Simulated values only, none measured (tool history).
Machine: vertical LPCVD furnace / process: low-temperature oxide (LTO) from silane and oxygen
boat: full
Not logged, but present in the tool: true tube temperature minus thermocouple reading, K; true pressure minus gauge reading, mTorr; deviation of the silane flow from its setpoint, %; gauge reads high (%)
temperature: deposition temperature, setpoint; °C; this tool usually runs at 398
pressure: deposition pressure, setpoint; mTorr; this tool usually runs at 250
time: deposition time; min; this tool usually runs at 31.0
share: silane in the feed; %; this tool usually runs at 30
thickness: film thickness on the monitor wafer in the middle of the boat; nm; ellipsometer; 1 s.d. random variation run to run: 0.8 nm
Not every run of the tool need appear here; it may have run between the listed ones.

run     day  temperature  pressure  time  share  wafers since the last listed run  hours since the last temperature calibration  hours since the pressure gauge was zeroed  hours since the silane flow controller was replaced  hours since the gauge calibration  read-back reference wafer on the same gauge, thickness  thickness
  1   0.000          398       250  31.0     30                                 0                                         922.2                                     2272.1                                               5526.6                             1460.5                                                  242.91     233.65
  2   1.738          398       250  31.0     30                               382                                         963.9                                     2313.8                                               5568.3                             1502.2                                                  242.99     231.66
  3  11.533          398       250  31.0     30                              2154                                        1199.0                                     2548.9                                               5803.4                             1737.3                                                  242.79     230.85
  4  15.175          398       215  34.5     30                               801                                        1286.4                                     2636.3                                               5890.8                             1824.7                                                  243.05     222.21
     18.112  -- gauge calibrated
  5  18.196          398       215  34.5     30                               664                                        1358.9                                     2708.8                                               5963.3                                2.0                                                  243.01     220.83
  6  21.925          398       250  31.0     30                               820                                        1448.4                                     2798.3                                               6052.8                               91.5                                                  243.31     232.84
  7  25.083          398       250  31.0     30                               694                                        1524.2                                     2874.1                                               6128.6                              167.3                                                  243.11     231.31
  8  28.875          398       250  31.0     30                               834                                        1615.2                                     2965.1                                               6219.6                              258.3                                                  243.16     230.42
     30.242  -- silane flow controller replaced
  9  33.362          398       250  31.0     30                               767                                        1722.9                                     3072.8                                                 74.9                              366.0                                                  242.83     230.79
     36.046  -- thermocouples replaced and temperature profile calibrated
 10  36.658          395       250  31.0     34                               504                                          14.7                                     3151.9                                                154.0                              445.1                                                  243.04     268.28
 11  38.838          398       250  31.0     30                               479                                          67.0                                     3204.2                                                206.3                              497.4                                                  243.10     231.57
 12  41.933          392       310  22.0     34                               680                                         141.3                                     3278.5                                                280.6                              571.7                                                  243.11     228.36
 13  45.488          387       250  31.0     30                               781                                         226.6                                     3363.8                                                365.9                              657.0                                                  242.87     202.12
 14  47.283          387       250  42.5     30                               395                                         269.7                                     3406.9                                                409.0                              700.1                                                  242.93     277.38
 15  49.046          398       300  31.0     32                               387                                         312.0                                     3449.2                                                451.3                              742.4                                                  243.01     306.41
 16  52.538          398       210  31.0     27                               768                                         395.8                                     3533.0                                                535.1                              826.2                                                  242.75     165.25
 17  55.412          389       295  21.0     26                               632                                         464.8                                     3602.0                                                604.1                              895.2                                                  243.40     132.86

Run 18 has not been measured yet. What should we expect?
     58.496  -- pressure gauge zeroed
 18  59.333          398       250  31.0     30                               642                                         558.9                                       20.1                                                698.2                              989.3                                                       ?          ?

Run 18 gave read-back reference wafer on the same gauge, thickness 243.00, thickness 238.31 nm.
If the tool had no hidden condition, the same run with the same run-to-run variation would have returned thickness 238.04 nm.
